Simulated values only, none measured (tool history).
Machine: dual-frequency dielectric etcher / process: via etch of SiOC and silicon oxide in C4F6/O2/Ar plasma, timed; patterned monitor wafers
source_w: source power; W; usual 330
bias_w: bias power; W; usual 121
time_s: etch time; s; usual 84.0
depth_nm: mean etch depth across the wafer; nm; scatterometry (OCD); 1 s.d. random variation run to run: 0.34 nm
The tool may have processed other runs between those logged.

run,hour,source_w,bias_w,time_s,wafers since the last listed run,hours since the last wet clean,hours since the last source power generator calibration,hours since the last bias power generator calibration,hours since the last upper electrode change,hours since the gauge calibration,"read-back reference wafer on the same gauge, depth_nm",depth_nm
1,0.0,330,133,84.0,0,6.5,3527.7,4509.8,4611.5,212.8,85.7,79.5
2,35.6,330,121,84.0,403,42.1,3563.3,4545.4,4647.1,248.4,85.9,77.6
3,52.3,330,121,84.0,189,58.8,3580.0,4562.1,4663.8,265.1,85.8,76.5
4,72.4,330,121,84.0,227,78.9,3600.1,4582.2,4683.9,285.2,85.7,77.1
5,101.1,330,121,95.5,324,107.6,3628.8,4610.9,4712.6,313.9,85.9,87.1
6,122.4,330,121,95.5,241,128.9,3650.1,4632.2,4733.9,335.2,85.8,86.6
7,142.6,330,121,84.0,228,149.1,3670.3,4652.4,4754.1,355.4,85.7,76.5
# hour 172.6: gauge calibrated
# hour 241.3: source power generator calibrated
8,244.3,330,102,84.0,1106,250.8,3.0,4754.1,4855.8,71.7,85.8,71.3
9,273.5,330,102,84.0,330,280.0,32.2,4783.3,4885.0,100.9,85.6,71.4
# hour 311.3: bias power generator calibrated
# hour 326.6: wet clean of the chamber
10,345.3,330,121,84.0,594,18.7,104.0,34.0,4956.8,172.7,86.0,73.1
11,366.8,330,121,84.0,243,40.2,125.5,55.5,4978.3,194.2,85.8,73.0
12,389.4,330,121,84.0,255,62.8,148.1,78.1,5000.9,216.8,85.8,72.1
13,412.1,370,98,108.0,257,85.5,170.8,100.8,5023.6,239.5,85.8,94.0
14,430.6,290,121,84.0,209,104.0,189.3,119.3,5042.1,258.0,85.9,66.1

Run 15, settings as shown, results not yet in. Your forecast:
# hour 460.7: wet clean of the chamber, repeated, since the last time left the tool worse
15,461.2,330,121,98.0,74,0.5,219.9,149.9,5072.7,288.6,?,?

Run 15 produced read-back reference wafer on the same gauge, depth_nm 85.8, depth_nm 89.9 nm.
With the hidden condition absent and the run-to-run variation left alone, this run would have shown depth_nm 89.7 nm.
